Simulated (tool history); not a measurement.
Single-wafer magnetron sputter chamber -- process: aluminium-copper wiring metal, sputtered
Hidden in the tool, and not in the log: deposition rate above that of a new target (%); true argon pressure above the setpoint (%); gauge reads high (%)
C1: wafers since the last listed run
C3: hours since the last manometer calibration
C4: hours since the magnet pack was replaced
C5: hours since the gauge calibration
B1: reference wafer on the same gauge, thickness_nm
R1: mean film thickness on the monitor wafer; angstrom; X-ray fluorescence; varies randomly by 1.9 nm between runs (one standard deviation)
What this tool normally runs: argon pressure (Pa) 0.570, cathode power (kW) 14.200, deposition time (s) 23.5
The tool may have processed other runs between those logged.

{"run": 1, "hour": 0.0, "argon pressure (Pa)": 0.57, "cathode power (kW)": 14.2, "deposition time (s)": 23.5, "C1": 0, "wafers on the sputter target": 3490, "C3": 376.2, "C4": 4944.7, "C5": 918.6, "B1": 540.99, "R1": 6318.49}
{"run": 2, "hour": 79.3, "argon pressure (Pa)": 0.57, "cathode power (kW)": 14.2, "deposition time (s)": 23.5, "C1": 1669, "wafers on the sputter target": 5159, "C3": 455.5, "C4": 5024.0, "C5": 997.9, "B1": 541.178, "R1": 6333.28}
{"run": 3, "hour": 166.4, "argon pressure (Pa)": 0.404, "cathode power (kW)": 12.85, "deposition time (s)": 23.5, "C1": 1833, "wafers on the sputter target": 6993, "C3": 542.6, "C4": 5111.1, "C5": 1085.0, "B1": 541.127, "R1": 6418.69}
{"run": 4, "hour": 217.0, "argon pressure (Pa)": 0.404, "cathode power (kW)": 12.85, "deposition time (s)": 23.5, "C1": 1065, "wafers on the sputter target": 8059, "C3": 593.2, "C4": 5161.7, "C5": 1135.6, "B1": 541.637, "R1": 6462.9}
{"hour": 233.3, "done": "sputter target and shields replaced"}
{"run": 5, "hour": 269.3, "argon pressure (Pa)": 0.57, "cathode power (kW)": 12.5, "deposition time (s)": 25.5, "C1": 932, "wafers on the sputter target": 758, "C3": 645.5, "C4": 5214.0, "C5": 1187.9, "B1": 542.064, "R1": 6059.36}
{"run": 6, "hour": 337.1, "argon pressure (Pa)": 0.57, "cathode power (kW)": 14.2, "deposition time (s)": 23.5, "C1": 1427, "wafers on the sputter target": 2186, "C3": 713.3, "C4": 5281.8, "C5": 1255.7, "B1": 542.494, "R1": 6343.6}
{"run": 7, "hour": 375.6, "argon pressure (Pa)": 0.57, "cathode power (kW)": 14.2, "deposition time (s)": 23.5, "C1": 810, "wafers on the sputter target": 2996, "C3": 751.8, "C4": 5320.3, "C5": 1294.2, "B1": 542.591, "R1": 6325.8}
{"run": 8, "hour": 458.4, "argon pressure (Pa)": 0.57, "cathode power (kW)": 14.2, "deposition time (s)": 23.5, "C1": 1743, "wafers on the sputter target": 4740, "C3": 834.6, "C4": 5403.1, "C5": 1377.0, "B1": 542.974, "R1": 6342.94}
{"run": 9, "hour": 550.1, "argon pressure (Pa)": 0.57, "cathode power (kW)": 14.2, "deposition time (s)": 23.5, "C1": 1930, "wafers on the sputter target": 6671, "C3": 926.3, "C4": 5494.8, "C5": 1468.7, "B1": 543.657, "R1": 6356.33}
{"run": 10, "hour": 612.3, "argon pressure (Pa)": 0.57, "cathode power (kW)": 14.2, "deposition time (s)": 22.0, "C1": 1309, "wafers on the sputter target": 7980, "C3": 988.5, "C4": 5557.0, "C5": 1530.9, "B1": 543.289, "R1": 5919.67}
{"hour": 626.2, "done": "sputter target and shields replaced"}
{"run": 11, "hour": 682.2, "argon pressure (Pa)": 0.57, "cathode power (kW)": 16.85, "deposition time (s)": 23.5, "C1": 1303, "wafers on the sputter target": 1179, "C3": 1058.4, "C4": 5626.9, "C5": 1600.8, "B1": 544.19, "R1": 7517.76}
{"run": 12, "hour": 737.8, "argon pressure (Pa)": 0.57, "cathode power (kW)": 14.2, "deposition time (s)": 23.5, "C1": 1170, "wafers on the sputter target": 2349, "C3": 1114.0, "C4": 5682.5, "C5": 1656.4, "B1": 544.183, "R1": 6392.58}
{"run": 13, "hour": 786.6, "argon pressure (Pa)": 0.449, "cathode power (kW)": 14.2, "deposition time (s)": 23.5, "C1": 1027, "wafers on the sputter target": 3377, "C3": 1162.8, "C4": 5731.3, "C5": 1705.2, "B1": 544.6, "R1": 6938.35}
{"hour": 990.0, "done": "sputter target and shields replaced"}
{"hour": 1056.3, "done": "gauge calibrated"}
{"run": 14, "hour": 1082.4, "argon pressure (Pa)": 0.57, "cathode power (kW)": 10.9, "deposition time (s)": 26.5, "C1": 6059, "wafers on the sputter target": 1944, "C3": 1458.6, "C4": 6027.1, "C5": 26.1, "B1": 533.421, "R1": 5394.44}
{"run": 15, "hour": 1141.8, "argon pressure (Pa)": 0.718, "cathode power (kW)": 11.6, "deposition time (s)": 21.2, "C1": 1250, "wafers on the sputter target": 3195, "C3": 1518.0, "C4": 6086.5, "C5": 85.5, "B1": 534.056, "R1": 4143.84}
{"hour": 1176.2, "done": "capacitance manometer re-zeroed and calibrated"}
{"run": 16, "hour": 1235.0, "argon pressure (Pa)": 0.57, "cathode power (kW)": 17.0, "deposition time (s)": 23.5, "C1": 1793, "wafers on the sputter target": 4989, "C3": 58.8, "C4": 6179.7, "C5": 178.7, "B1": 534.539, "R1": 7470.67}
{"hour": 1294.6, "done": "magnet pack replaced"}
{"run": 17, "hour": 1337.9, "argon pressure (Pa)": 0.57, "cathode power (kW)": 14.2, "deposition time (s)": 23.5, "C1": 1998, "wafers on the sputter target": 6987, "C3": 161.7, "C4": 43.3, "C5": 281.6, "B1": 534.763, "R1": 6259.71}
{"hour": 1394.2, "done": "sputter target and shields replaced"}
{"run": 18, "hour": 1437.8, "argon pressure (Pa)": 0.57, "cathode power (kW)": 14.2, "deposition time (s)": 23.5, "C1": 1935, "wafers on the sputter target": 917, "C3": 261.6, "C4": 143.2, "C5": 381.5, "B1": 535.226, "R1": 6235.1}
{"run": 19, "hour": 1490.8, "argon pressure (Pa)": 0.666, "cathode power (kW)": 14.2, "deposition time (s)": 20.5, "C1": 1115, "wafers on the sputter target": 2033, "C3": 314.6, "C4": 196.2, "C5": 434.5, "B1": 535.375, "R1": 5086.72}
{"run": 20, "hour": 1530.6, "argon pressure (Pa)": 0.663, "cathode power (kW)": 14.2, "deposition time (s)": 22.3, "C1": 838, "wafers on the sputter target": 2871, "C3": 354.4, "C4": 236.0, "C5": 474.3, "B1": 535.877, "R1": 5586.43}
{"run": 21, "hour": 1631.3, "argon pressure (Pa)": 0.371, "cathode power (kW)": 14.2, "deposition time (s)": 25.6, "C1": 2120, "wafers on the sputter target": 4991, "C3": 455.1, "C4": 336.7, "C5": 575.0, "B1": 536.444, "R1": 7886.45}
{"run": 22, "hour": 1725.0, "argon pressure (Pa)": 0.57, "cathode power (kW)": 14.2, "deposition time (s)": 23.5, "C1": 1972, "wafers on the sputter target": 6964, "C3": 548.8, "C4": 430.4, "C5": 668.7, "B1": 536.582, "R1": 6278.92}
{"hour": 1765.4, "done": "sputter target and shields replaced"}
{"run": 23, "hour": 1825.7, "argon pressure (Pa)": 0.57, "cathode power (kW)": 14.2, "deposition time (s)": 23.5, "C1": 1951, "wafers on the sputter target": 1268, "C3": 649.5, "C4": 531.1, "C5": 769.4, "B1": 537.206, "R1": 6298.18}
{"run": 24, "hour": 1868.8, "argon pressure (Pa)": 0.505, "cathode power (kW)": 11.9, "deposition time (s)": 23.5, "C1": 907, "wafers on the sputter target": 2176, "C3": 692.6, "C4": 574.2, "C5": 812.5, "B1": 537.525, "R1": 5498.68}
{"run": 25, "hour": 1940.6, "argon pressure (Pa)": 0.57, "cathode power (kW)": 14.2, "deposition time (s)": 23.5, "C1": 1511, "wafers on the sputter target": 3688, "C3": 764.4, "C4": 646.0, "C5": 884.3, "B1": 537.858, "R1": 6305.27}

Hidden state at the last listed run before each entry between runs and at the first one after, where it differs:
Between runs 4 and 5: sputter target and shields replaced (hour 233.3)
  gauge reads high (%): 1.46 -> 1.51
  the result without the hidden state subtracted from the measured one, R1: +93.11 -> +90.16 angstrom
Between runs 10 and 11: sputter target and shields replaced (hour 626.2)
  gauge reads high (%): 1.83 -> 1.9
  the result without the hidden state subtracted from the measured one, R1: +106.39 -> +139.84 angstrom
Between runs 13 and 14: sputter target and shields replaced (hour 990.0); gauge calibrated (hour 1056.3)
  gauge reads high (%): 1.99 -> -0.0755
  the result without the hidden state subtracted from the measured one, R1: +135.56 -> -4.07 angstrom
Between runs 15 and 16: capacitance manometer re-zeroed and calibrated (hour 1176.2)
  gauge reads high (%): -0.0201 -> 0.0668
  the result without the hidden state subtracted from the measured one, R1: -0.83 -> +4.99 angstrom
Between runs 16 and 17: magnet pack replaced (hour 1294.6)
  gauge reads high (%): 0.0668 -> 0.163
  the result without the hidden state subtracted from the measured one, R1: +4.99 -> +10.17 angstrom
Between runs 17 and 18: sputter target and shields replaced (hour 1394.2)
  gauge reads high (%): 0.163 -> 0.256
  the result without the hidden state subtracted from the measured one, R1: +10.17 -> +15.92 angstrom
Between runs 22 and 23: sputter target and shields replaced (hour 1765.4)
  gauge reads high (%): 0.524 -> 0.617
  the result without the hidden state subtracted from the measured one, R1: +32.70 -> +38.65 angstrom
